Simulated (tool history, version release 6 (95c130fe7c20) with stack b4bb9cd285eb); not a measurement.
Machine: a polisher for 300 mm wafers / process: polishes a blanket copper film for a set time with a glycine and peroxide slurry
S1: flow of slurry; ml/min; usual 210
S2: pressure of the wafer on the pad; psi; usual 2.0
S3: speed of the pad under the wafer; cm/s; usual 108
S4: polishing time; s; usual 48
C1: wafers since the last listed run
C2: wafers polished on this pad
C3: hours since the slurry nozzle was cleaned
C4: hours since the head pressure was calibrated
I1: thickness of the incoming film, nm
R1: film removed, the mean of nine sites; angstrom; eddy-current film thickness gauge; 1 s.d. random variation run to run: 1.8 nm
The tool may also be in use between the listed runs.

| run | day | S1 | S2 | S3 | S4 | C1 | C2 | C3 | C4 | I1 | R1 |
|---|---|---|---|---|---|---|---|---|---|---|---|
| 1 | 0.000 | 210 | 2.0 | 108 | 38 | 0 | 1091 | 636.2 | 897.2 | 1840.3 | 1666 |
| 2 | 2.167 | 210 | 2.0 | 108 | 38 | 368 | 1460 | 688.2 | 949.2 | 1841.6 | 1685 |
|  | 2.675 | head pressure recalibrated |
| 3 | 4.108 | 210 | 2.0 | 108 | 61 | 316 | 1776 | 734.8 | 34.4 | 1877.2 | 2692 |
|  | 6.929 | slurry nozzle cleaned |
| 4 | 8.317 | 210 | 2.0 | 108 | 61 | 708 | 2485 | 33.3 | 135.4 | 1842.5 | 2692 |
| 5 | 11.938 | 210 | 2.0 | 108 | 61 | 616 | 3101 | 120.2 | 222.3 | 1821.8 | 2666 |
| 6 | 15.804 | 210 | 2.0 | 108 | 44 | 657 | 3759 | 213.0 | 315.1 | 1833.7 | 1955 |
| 7 | 17.962 | 210 | 2.0 | 108 | 44 | 367 | 4126 | 264.8 | 366.9 | 1859.6 | 1918 |
| 8 | 20.438 | 210 | 2.0 | 108 | 44 | 421 | 4547 | 324.2 | 426.3 | 1828.6 | 1899 |
| 9 | 23.721 | 210 | 2.0 | 108 | 58 | 558 | 5106 | 403.0 | 505.1 | 1867.3 | 2541 |
| 10 | 27.204 | 210 | 2.3 | 108 | 48 | 592 | 5699 | 486.6 | 588.7 | 1835.1 | 2348 |
|  | 28.833 | worn pad replaced by a new one |
| 11 | 29.638 | 210 | 2.3 | 108 | 48 | 385 | 136 | 545.0 | 647.1 | 1825.5 | 2370 |
|  | 32.596 | head pressure recalibrated |
| 12 | 33.646 | 185 | 2.0 | 88 | 42 | 667 | 804 | 641.2 | 25.2 | 1845.1 | 1538 |
|  | 43.675 | slurry nozzle cleaned |
| 13 | 43.867 | 285 | 2.0 | 122 | 40 | 1731 | 2536 | 4.6 | 270.5 | 1815.9 | 2041 |
| 14 | 48.321 | 260 | 2.0 | 74 | 48 | 757 | 3294 | 111.5 | 377.4 | 1838.8 | 1657 |
| 15 | 52.004 | 210 | 2.0 | 138 | 48 | 626 | 3921 | 199.9 | 465.8 | 1863.9 | 2558 |
| 16 | 54.000 | 260 | 2.3 | 126 | 43 | 339 | 4260 | 247.8 | 513.7 | 1840.2 | 2450 |
| 17 | 56.225 | 210 | 2.5 | 108 | 56 | 378 | 4639 | 301.2 | 567.1 | 1858.9 | 2950 |
|  | 57.033 | worn pad replaced by a new one |
| 18 | 59.717 | 210 | 2.3 | 94 | 48 | 565 | 456 | 385.0 | 650.9 | 1841.3 | 2139 |
|  | 63.304 | head pressure recalibrated |
| 19 | 64.054 | 240 | 2.0 | 82 | 54 | 723 | 1180 | 489.1 | 18.0 | 1833.8 | 1948 |
| 20 | 67.183 | 210 | 1.6 | 108 | 48 | 532 | 1712 | 564.2 | 93.1 | 1832.6 | 1772 |
| 21 | 70.671 | 165 | 2.0 | 80 | 53 | 593 | 2305 | 647.9 | 176.8 | 1851.9 | 1811 |
| 22 | 74.304 | 210 | 2.0 | 108 | 48 | 618 | 2924 | 735.1 | 264.0 | 1820.5 | 2154 |
|  | 76.121 | slurry nozzle cleaned |
| 23 | 76.329 | 260 | 2.0 | 74 | 48 | 337 | 3261 | 5.0 | 312.6 | 1836.8 | 1637 |
| 24 | 78.342 | 210 | 2.0 | 72 | 40 | 342 | 3604 | 53.3 | 360.9 | 1849.2 | 1295 |
| 25 | 81.975 | 230 | 1.6 | 94 | 62 | 618 | 4222 | 140.5 | 448.1 | 1813.9 | 2088 |
| 26 | 84.492 | 270 | 1.4 | 72 | 60 | 428 | 4650 | 200.9 | 508.5 | 1833.5 | 1593 |
|  | 86.408 | worn pad replaced by a new one |
| 27 | 87.092 | 210 | 2.0 | 108 | 48 | 414 | 116 | 263.3 | 570.9 | 1814.5 | 2093 |
| 28 | 91.425 | 155 | 1.8 | 108 | 48 | 737 | 853 | 367.3 | 674.9 | 1836.0 | 1839 |
| 29 | 93.408 | 265 | 1.5 | 108 | 61 | 337 | 1191 | 414.9 | 722.5 | 1847.1 | 2200 |
| 30 | 96.275 | 210 | 2.6 | 74 | 42 | 487 | 1678 | 483.7 | 791.3 | 1878.5 | 1703 |
| 31 | 98.454 | 140 | 2.0 | 108 | 65 | 370 | 2049 | 536.0 | 843.6 | 1838.9 | 2677 |
|  | 99.942 | head pressure recalibrated |
| 32 | 100.642 | 140 | 2.0 | 138 | 60 | 358 | 2407 | 588.5 | 16.8 | 1881.3 | 3046 |
| 33 | 103.067 | 210 | 2.0 | 108 | 48 | 412 | 2820 | 646.7 | 75.0 | 1842.6 | 2115 |
| 34 | 104.996 | 210 | 2.0 | 108 | 48 | 328 | 3148 | 693.0 | 121.3 | 1819.2 | 2105 |
| 35 | 108.283 | 270 | 1.4 | 72 | 60 | 559 | 3707 | 771.9 | 200.2 | 1836.7 | 1569 |
| 36 | 110.271 | 245 | 2.0 | 130 | 48 | 338 | 4045 | 819.6 | 247.9 | 1865.8 | 2460 |

What differs in the tool's unlogged condition from the final listed run ahead of each entry between runs to the first listed run following it?
After run 2, before run 3: head pressure recalibrated (day 2.675)
  both runs share identical hidden conditions
After run 3, before run 4: slurry nozzle cleaned (day 6.929)
  both runs share identical hidden conditions
After run 10, before run 11: worn pad replaced by a new one (day 28.833)
  both runs share identical hidden conditions
After run 11, before run 12: head pressure recalibrated (day 32.596)
  both runs share identical hidden conditions
After run 12, before run 13: slurry nozzle cleaned (day 43.675)
  both runs share identical hidden conditions
After run 17, before run 18: worn pad replaced by a new one (day 57.033)
  both runs share identical hidden conditions
After run 18, before run 19: head pressure recalibrated (day 63.304)
  both runs share identical hidden conditions
After run 22, before run 23: slurry nozzle cleaned (day 76.121)
  both runs share identical hidden conditions
After run 26, before run 27: worn pad replaced by a new one (day 86.408)
  both runs share identical hidden conditions
After run 31, before run 32: head pressure recalibrated (day 99.942)
  both runs share identical hidden conditions
